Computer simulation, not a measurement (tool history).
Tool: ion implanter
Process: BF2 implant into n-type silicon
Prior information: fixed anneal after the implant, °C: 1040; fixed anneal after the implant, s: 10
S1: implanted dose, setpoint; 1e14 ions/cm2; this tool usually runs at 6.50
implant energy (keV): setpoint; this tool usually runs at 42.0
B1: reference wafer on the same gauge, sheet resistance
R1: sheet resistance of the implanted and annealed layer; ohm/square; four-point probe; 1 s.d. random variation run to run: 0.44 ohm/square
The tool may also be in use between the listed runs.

run 1 hour=0.0 | S1=6.50 implant_energy_(keV)=49.0 | B1=181.08 | R1=180.81
run 2 hour=52.8 | S1=6.50 implant_energy_(keV)=49.0 | B1=180.97 | R1=180.73
run 3 hour=83.0 | S1=6.50 implant_energy_(keV)=49.0 | B1=180.91 | R1=179.45
run 4 hour=148.3 | S1=6.50 implant_energy_(keV)=42.0 | B1=181.10 | R1=182.82
run 5 hour=197.0 | S1=6.50 implant_energy_(keV)=42.0 | B1=181.05 | R1=183.17
run 6 hour=268.2 | S1=6.50 implant_energy_(keV)=42.0 | B1=180.90 | R1=182.19
run 7 hour=311.6 | S1=7.89 implant_energy_(keV)=42.0 | B1=180.96 | R1=155.73
run 8 hour=349.3 | S1=6.50 implant_energy_(keV)=50.0 | B1=181.07 | R1=179.14
run 9 hour=380.2 | S1=6.50 implant_energy_(keV)=53.0 | B1=181.06 | R1=177.73
run 10 hour=426.0 | S1=8.33 implant_energy_(keV)=42.0 | B1=181.01 | R1=148.66
run 11 hour=475.5 | S1=8.33 implant_energy_(keV)=42.0 | B1=181.17 | R1=152.84
run 12 hour=510.1 | S1=7.85 implant_energy_(keV)=33.0 | B1=180.95 | R1=167.08
run 13 hour=540.1 | S1=5.51 implant_energy_(keV)=42.0 | B1=181.06 | R1=215.20
run 14 hour=596.1 | S1=6.50 implant_energy_(keV)=42.0 | B1=180.97 | R1=186.88
run 15 hour=666.0 | S1=5.90 implant_energy_(keV)=54.0 | B1=181.02 | R1=199.70
run 16 hour=722.6 | S1=5.28 implant_energy_(keV)=33.0 | B1=181.09 | R1=229.00
run 17 hour=776.7 | S1=5.76 implant_energy_(keV)=42.0 | B1=180.87 | R1=207.87

Removed from this log: 3 entries logged between the listed runs. Between which two listed runs does each belong, and how does the tool's hidden state at the listed run before it compare with that at the listed run after it?
From run 7 to run 8: extraction supply calibrated (hour 348.8)
  deviation of the true dose from the Faraday cup's reading, %: 3.97 -> 4.14
  what was measured, less what the result would be without the hidden state, R1: -4.88 -> -6.47 ohm/square
From run 9 to run 10: gauge calibrated (hour 411.3)
  deviation of the true dose from the Faraday cup's reading, %: 4.28 -> 4.49
  what was measured, less what the result would be without the hidden state, R1: -6.68 -> -5.09 ohm/square
From run 10 to run 11: Faraday cup replaced and dose calibrated (hour 455.3)
  deviation of the true dose from the Faraday cup's reading, %: 4.49 -> 0.682
  what was measured, less what the result would be without the hidden state, R1: -5.09 -> -0.80 ohm/square
